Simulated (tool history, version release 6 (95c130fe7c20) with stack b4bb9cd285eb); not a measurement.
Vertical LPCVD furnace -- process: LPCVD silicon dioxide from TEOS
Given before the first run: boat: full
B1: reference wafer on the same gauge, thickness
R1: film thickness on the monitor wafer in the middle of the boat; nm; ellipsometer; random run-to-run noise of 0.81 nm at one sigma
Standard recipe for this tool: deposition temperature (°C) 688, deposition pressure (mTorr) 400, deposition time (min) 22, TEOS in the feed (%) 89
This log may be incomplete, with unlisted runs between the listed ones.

{"run": 1, "hour": 0.0, "deposition temperature (°C)": 688, "deposition pressure (mTorr)": 400, "deposition time (min)": 22, "TEOS in the feed (%)": 89, "B1": 184.12, "R1": 174.18}
{"run": 2, "hour": 56.1, "deposition temperature (°C)": 688, "deposition pressure (mTorr)": 400, "deposition time (min)": 22, "TEOS in the feed (%)": 89, "B1": 183.86, "R1": 176.06}
{"run": 3, "hour": 73.3, "deposition temperature (°C)": 688, "deposition pressure (mTorr)": 400, "deposition time (min)": 20, "TEOS in the feed (%)": 89, "B1": 184.01, "R1": 159}
{"run": 4, "hour": 95.5, "deposition temperature (°C)": 688, "deposition pressure (mTorr)": 400, "deposition time (min)": 22, "TEOS in the feed (%)": 89, "B1": 183.71, "R1": 175.09}
{"run": 5, "hour": 109.0, "deposition temperature (°C)": 688, "deposition pressure (mTorr)": 400, "deposition time (min)": 22, "TEOS in the feed (%)": 89, "B1": 183.85, "R1": 174.71}
{"run": 6, "hour": 125.6, "deposition temperature (°C)": 688, "deposition pressure (mTorr)": 400, "deposition time (min)": 22, "TEOS in the feed (%)": 89, "B1": 183.91, "R1": 175.26}
{"run": 7, "hour": 160.9, "deposition temperature (°C)": 688, "deposition pressure (mTorr)": 400, "deposition time (min)": 22, "TEOS in the feed (%)": 89, "B1": 184.19, "R1": 176.07}
{"run": 8, "hour": 175.9, "deposition temperature (°C)": 688, "deposition pressure (mTorr)": 400, "deposition time (min)": 22, "TEOS in the feed (%)": 89, "B1": 183.93, "R1": 173.37}
{"run": 9, "hour": 191.2, "deposition temperature (°C)": 688, "deposition pressure (mTorr)": 400, "deposition time (min)": 22, "TEOS in the feed (%)": 89, "B1": 183.78, "R1": 175.08}
{"run": 10, "hour": 224.7, "deposition temperature (°C)": 688, "deposition pressure (mTorr)": 400, "deposition time (min)": 22, "TEOS in the feed (%)": 89, "B1": 183.98, "R1": 174.64}
{"run": 11, "hour": 259.1, "deposition temperature (°C)": 688, "deposition pressure (mTorr)": 400, "deposition time (min)": 22, "TEOS in the feed (%)": 89, "B1": 183.98, "R1": 174.97}
{"hour": 306.7, "done": "pressure gauge zeroed"}
{"run": 12, "hour": 307.2, "deposition temperature (°C)": 688, "deposition pressure (mTorr)": 400, "deposition time (min)": 22, "TEOS in the feed (%)": 89, "B1": 184.16, "R1": 175.46}
{"run": 13, "hour": 312.0, "deposition temperature (°C)": 688, "deposition pressure (mTorr)": 400, "deposition time (min)": 22, "TEOS in the feed (%)": 89, "B1": 183.84, "R1": 174.71}
{"run": 14, "hour": 318.3, "deposition temperature (°C)": 688, "deposition pressure (mTorr)": 400, "deposition time (min)": 30, "TEOS in the feed (%)": 89, "B1": 184.39, "R1": 238.33}
{"run": 15, "hour": 332.4, "deposition temperature (°C)": 688, "deposition pressure (mTorr)": 485, "deposition time (min)": 22, "TEOS in the feed (%)": 97, "B1": 183.71, "R1": 203.2}
{"run": 16, "hour": 361.5, "deposition temperature (°C)": 685, "deposition pressure (mTorr)": 400, "deposition time (min)": 22, "TEOS in the feed (%)": 82, "B1": 184.26, "R1": 156.26}
{"run": 17, "hour": 382.2, "deposition temperature (°C)": 688, "deposition pressure (mTorr)": 355, "deposition time (min)": 22, "TEOS in the feed (%)": 81, "B1": 184.05, "R1": 157.35}
{"hour": 414.8, "done": "thermocouples replaced and temperature profile calibrated"}
{"run": 18, "hour": 415.3, "deposition temperature (°C)": 688, "deposition pressure (mTorr)": 305, "deposition time (min)": 27.5, "TEOS in the feed (%)": 89, "B1": 183.84, "R1": 180.25}
{"run": 19, "hour": 444.2, "deposition temperature (°C)": 688, "deposition pressure (mTorr)": 400, "deposition time (min)": 28.5, "TEOS in the feed (%)": 89, "B1": 184.04, "R1": 215.42}
{"run": 20, "hour": 472.0, "deposition temperature (°C)": 688, "deposition pressure (mTorr)": 400, "deposition time (min)": 26, "TEOS in the feed (%)": 89, "B1": 183.99, "R1": 197.42}
{"hour": 511.8, "done": "TEOS flow controller replaced"}
{"hour": 511.9, "done": "gauge calibrated"}
{"run": 21, "hour": 512.3, "deposition temperature (°C)": 688, "deposition pressure (mTorr)": 340, "deposition time (min)": 22, "TEOS in the feed (%)": 97, "B1": 183.94, "R1": 161.26}
{"run": 22, "hour": 532.2, "deposition temperature (°C)": 688, "deposition pressure (mTorr)": 400, "deposition time (min)": 22, "TEOS in the feed (%)": 89, "B1": 184.19, "R1": 167.4}
{"run": 23, "hour": 553.2, "deposition temperature (°C)": 688, "deposition pressure (mTorr)": 400, "deposition time (min)": 22, "TEOS in the feed (%)": 89, "B1": 184.22, "R1": 168.03}
{"run": 24, "hour": 587.7, "deposition temperature (°C)": 693, "deposition pressure (mTorr)": 450, "deposition time (min)": 25.5, "TEOS in the feed (%)": 76, "B1": 184.17, "R1": 214.35}
{"run": 25, "hour": 608.8, "deposition temperature (°C)": 683, "deposition pressure (mTorr)": 345, "deposition time (min)": 22, "TEOS in the feed (%)": 78, "B1": 183.83, "R1": 130.37}
{"run": 26, "hour": 682.8, "deposition temperature (°C)": 688, "deposition pressure (mTorr)": 400, "deposition time (min)": 22, "TEOS in the feed (%)": 89, "B1": 184.08, "R1": 169.36}

Here are 5 independent what-if runs from the current tool condition. What would each one return?
{"run": "A", "hour": 687.7, "deposition temperature (°C)": 696, "deposition pressure (mTorr)": 400, "deposition time (min)": 22, "TEOS in the feed (%)": 89, "B1": "?", "R1": "?"}
{"run": "B", "hour": 687.7, "deposition temperature (°C)": 688, "deposition pressure (mTorr)": 435, "deposition time (min)": 16, "TEOS in the feed (%)": 89, "B1": "?", "R1": "?"}
{"run": "C", "hour": 687.7, "deposition temperature (°C)": 688, "deposition pressure (mTorr)": 340, "deposition time (min)": 22, "TEOS in the feed (%)": 89, "B1": "?", "R1": "?"}
{"run": "D", "hour": 687.7, "deposition temperature (°C)": 688, "deposition pressure (mTorr)": 495, "deposition time (min)": 22, "TEOS in the feed (%)": 97, "B1": "?", "R1": "?"}
{"run": "E", "hour": 687.7, "deposition temperature (°C)": 677, "deposition pressure (mTorr)": 400, "deposition time (min)": 25, "TEOS in the feed (%)": 89, "B1": "?", "R1": "?"}

run=A B1=184.05 R1=206.02
run=B B1=184.05 R1=129.41
run=C B1=184.05 R1=157.31
run=D B1=184.05 R1=198.16
run=E B1=184.05 R1=148.84
With no hidden state in the tool, these same runs would have given:
run=A R1=197.78
run=B R1=124.14
run=C R1=150.91
run=D R1=190.1
run=E R1=142.65

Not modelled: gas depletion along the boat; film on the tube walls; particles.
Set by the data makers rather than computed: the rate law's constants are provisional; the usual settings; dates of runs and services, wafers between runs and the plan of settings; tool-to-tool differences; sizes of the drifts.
